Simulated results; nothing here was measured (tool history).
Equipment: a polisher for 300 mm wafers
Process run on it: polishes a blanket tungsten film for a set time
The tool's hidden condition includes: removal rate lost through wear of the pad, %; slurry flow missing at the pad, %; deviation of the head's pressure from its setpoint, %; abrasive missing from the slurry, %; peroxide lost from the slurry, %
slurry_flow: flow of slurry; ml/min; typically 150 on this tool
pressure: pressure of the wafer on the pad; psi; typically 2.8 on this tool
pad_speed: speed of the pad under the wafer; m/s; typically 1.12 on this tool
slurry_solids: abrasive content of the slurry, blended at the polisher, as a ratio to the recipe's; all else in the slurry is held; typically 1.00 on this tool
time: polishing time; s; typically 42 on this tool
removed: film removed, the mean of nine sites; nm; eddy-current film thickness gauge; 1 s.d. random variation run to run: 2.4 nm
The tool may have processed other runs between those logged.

run    hour  slurry_flow  pressure  pad_speed  slurry_solids  time  wafers since the last listed run  wafers polished on this pad  hours since the slurry nozzle was cleaned  hours since the head pressure was calibrated  hours since the slurry blender was calibrated  hours since the slurry got fresh peroxide  incoming thickness of the incoming film, nm  removed
  1     0.0          150       2.8       1.12           1.00    42                                 0                          114                                      412.1                                          65.8                                          347.0                                       51.4                                       1398.7    172.3
       41.3  -- slurry nozzle cleaned
       46.0  -- slurry blender recalibrated
  2    54.4          150       2.8       1.12           1.00    42                               480                          595                                       13.1                                         120.2                                            8.4                                      105.8                                       1409.2    174.2
  3   100.7          150       2.8       1.12           1.00    42                               432                         1027                                       59.4                                         166.5                                           54.7                                      152.1                                       1402.9    172.5
  4   145.0          130       3.3       1.12           1.00    42                               413                         1441                                      103.7                                         210.8                                           99.0                                      196.4                                       1385.9    202.7
      158.4  -- slurry tank refilled with fresh slurry and peroxide
      170.6  -- worn pad replaced by a new one
  5   177.0          130       3.3       1.12           1.00    42                               252                           59                                      135.7                                         242.8                                          131.0                                       18.6                                       1380.3    199.6
  6   202.9          150       2.8       1.12           1.00    42                               242                          302                                      161.6                                         268.7                                          156.9                                       44.5                                       1415.3    172.9
  7   237.7          150       2.8       1.12           1.00    42                               325                          627                                      196.4                                         303.5                                          191.7                                       79.3                                       1385.2    177.0
  8   294.5          150       2.8       1.12           1.00    38                               530                         1158                                      253.2                                         360.3                                          248.5                                      136.1                                       1390.8    159.3
  9   362.0          150       2.8       1.12           1.00    38                               630                         1788                                      320.7                                         427.8                                          316.0                                      203.6                                       1391.7    162.8
      368.0  -- worn pad replaced by a new one
      404.1  -- slurry tank refilled with fresh slurry and peroxide
      409.1  -- slurry blender recalibrated
      413.7  -- head pressure recalibrated
      507.4  -- slurry nozzle cleaned
 10   521.4          150       2.8       1.12           1.00    42                              1396                         1377                                       14.0                                         107.7                                          112.3                                      117.3                                       1408.7    166.5
 11   546.1          165       2.8       1.12           0.70    42                               230                         1607                                       38.7                                         132.4                                          137.0                                      142.0                                       1390.7    155.3
      575.8  -- worn pad replaced by a new one
 12   611.1          150       3.3       1.12           1.00    42                               570                          329                                      103.7                                         197.4                                          202.0                                      207.0                                       1406.8    201.7
      637.8  -- slurry tank refilled with fresh slurry and peroxide
 13   662.5          150       2.8       1.12           1.00    42                               470                          800                                      155.1                                         248.8                                          253.4                                       24.7                                       1361.6    169.7
 14   727.4          150       2.8       1.12           1.00    42                               606                         1407                                      220.0                                         313.7                                          318.3                                       89.6                                       1376.9    172.5
      745.9  -- slurry blender recalibrated
      773.0  -- worn pad replaced by a new one
 15   782.1          105       2.8       0.78           1.00    42                               455                           84                                      274.7                                         368.4                                           36.2                                      144.3                                       1403.8    119.2
 16   814.9          200       2.8       1.12           1.15    42                               306                          391                                      307.5                                         401.2                                           69.0                                      177.1                                       1387.9    190.0
      821.6  -- slurry tank refilled with fresh slurry and peroxide
 17   841.0          100       2.8       1.12           1.00    36                               234                          625                                      333.6                                         427.3                                           95.1                                       19.4                                       1374.3    141.5
 18   910.8          150       2.8       1.12           1.00    42                               652                         1278                                      403.4                                         497.1                                          164.9                                       89.2                                       1401.2    182.4
      966.3  -- head pressure recalibrated
 19   969.7          165       2.8       1.34           0.90    52                               531                         1809                                      462.3                                           3.4                                          223.8                                      148.1                                       1365.5    240.7
      996.1  -- slurry nozzle cleaned
     1011.5  -- worn pad replaced by a new one
 20  1027.4          150       2.8       1.12           0.75    42                               492                          148                                       31.3                                          61.1                                          281.5                                      205.8                                       1381.8    156.1
     1059.0  -- slurry tank refilled with fresh slurry and peroxide
 21  1071.4          150       2.8       1.12           1.00    33                               401                          550                                       75.3                                         105.1                                          325.5                                       12.4                                       1387.5    131.0

What if the next run were any one of these 5? Each begins from the tool's condition after run 21:
  A  1071.8          150       2.5       1.12           1.00    42                                 3                          554                                       75.7                                         105.5                                          325.9                                       12.8                                       1387.5        ?
  B  1071.8          150       3.5       1.26           1.00    42                                 3                          554                                       75.7                                         105.5                                          325.9                                       12.8                                       1387.5        ?
  C  1071.8          150       2.8       1.52           1.00    42                                 3                          554                                       75.7                                         105.5                                          325.9                                       12.8                                       1387.5        ?
  D  1071.8          150       2.8       1.12           1.30    47                                 3                          554                                       75.7                                         105.5                                          325.9                                       12.8                                       1387.5        ?
  E  1071.8          150       2.8       1.12           1.25    47                                 3                          554                                       75.7                                         105.5                                          325.9                                       12.8                                       1387.5        ?

run  removed
  A    150.9
  B    233.4
  C    219.7
  D    203.2
  E    201.1
The same runs, with their run-to-run variation unchanged, on a tool lacking any hidden condition would have given:
run  removed
  A    153.4
  B    237.3
  C    223.4
  D    206.7
  E    204.5
